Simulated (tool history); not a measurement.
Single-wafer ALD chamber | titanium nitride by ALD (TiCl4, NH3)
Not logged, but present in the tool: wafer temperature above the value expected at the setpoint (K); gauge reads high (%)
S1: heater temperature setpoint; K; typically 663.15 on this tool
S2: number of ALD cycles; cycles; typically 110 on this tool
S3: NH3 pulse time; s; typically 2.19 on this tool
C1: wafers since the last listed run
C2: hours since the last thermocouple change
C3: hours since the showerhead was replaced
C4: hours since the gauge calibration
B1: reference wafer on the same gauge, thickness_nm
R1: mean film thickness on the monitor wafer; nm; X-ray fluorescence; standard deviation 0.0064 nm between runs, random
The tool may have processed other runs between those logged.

run	hour	S1	S2	S3	C1	C2	C3	C4	B1	R1
1	0	663.15	110	2.19	0	1387.5	4368.5	44.9	2.083	2.569
2	10.6	663.15	110	2.19	21	1398.1	4379.1	55.5	2.075	2.565
3	23.7	663.15	110	1.82	26	1411.2	4392.2	68.6	2.075	2.534
4	34.5	663.15	110	1.82	22	1422	4403	79.4	2.074	2.53
5	48.6	663.15	110	2.19	28	1436.1	4417.1	93.5	2.074	2.551
6	63.8	663.15	110	2.19	31	1451.3	4432.3	108.7	2.075	2.566
7	75.2	656.15	124	2.19	23	1462.7	4443.7	120.1	2.071	2.866
8	83.8	663.15	110	2.19	17	1471.3	4452.3	128.7	2.07	2.556
9	92.8	663.15	110	2.19	18	1480.3	4461.3	137.7	2.071	2.56
10	107.2	651.15	110	2.64	29	1494.7	4475.7	152.1	2.071	2.55
11	124.9	651.15	110	2.64	36	1512.4	4493.4	169.8	2.07	2.549
12	137.7	651.15	110	2.64	26	1525.2	4506.2	182.6	2.07	2.558
13	145.3	663.15	110	2.19	15	1532.8	4513.8	190.2	2.068	2.559
14	156.3	663.15	110	2.19	22	1543.8	4524.8	201.2	2.069	2.553
15	185.7	663.15	110	2.19	59	1573.2	4554.2	230.6	2.067	2.561
16	199.8	663.15	110	2.19	28	1587.3	4568.3	244.7	2.066	2.548
# hour 222.3: showerhead replaced
17	222.8	656.15	98	2.55	30	1610.3	0.5	267.7	2.067	2.269
# hour 231.2: gauge calibrated
18	260.7	656.15	130	1.53	77	1648.2	38.4	29.5	2.084	2.959
19	275.4	659.15	119	2.19	29	1662.9	53.1	44.2	2.081	2.76
20	291.7	663.15	110	2.19	33	1679.2	69.4	60.5	2.078	2.56

Run 21 is up next; what results do you expect?
21	299.2	653.15	110	2.67	15	1686.7	76.9	68	?	?

{"run 21": {"B1": 2.077, "R1": 2.554}}
On a tool with no hidden condition, and with the same random variation, this run would have come out at R1 2.569 nm.
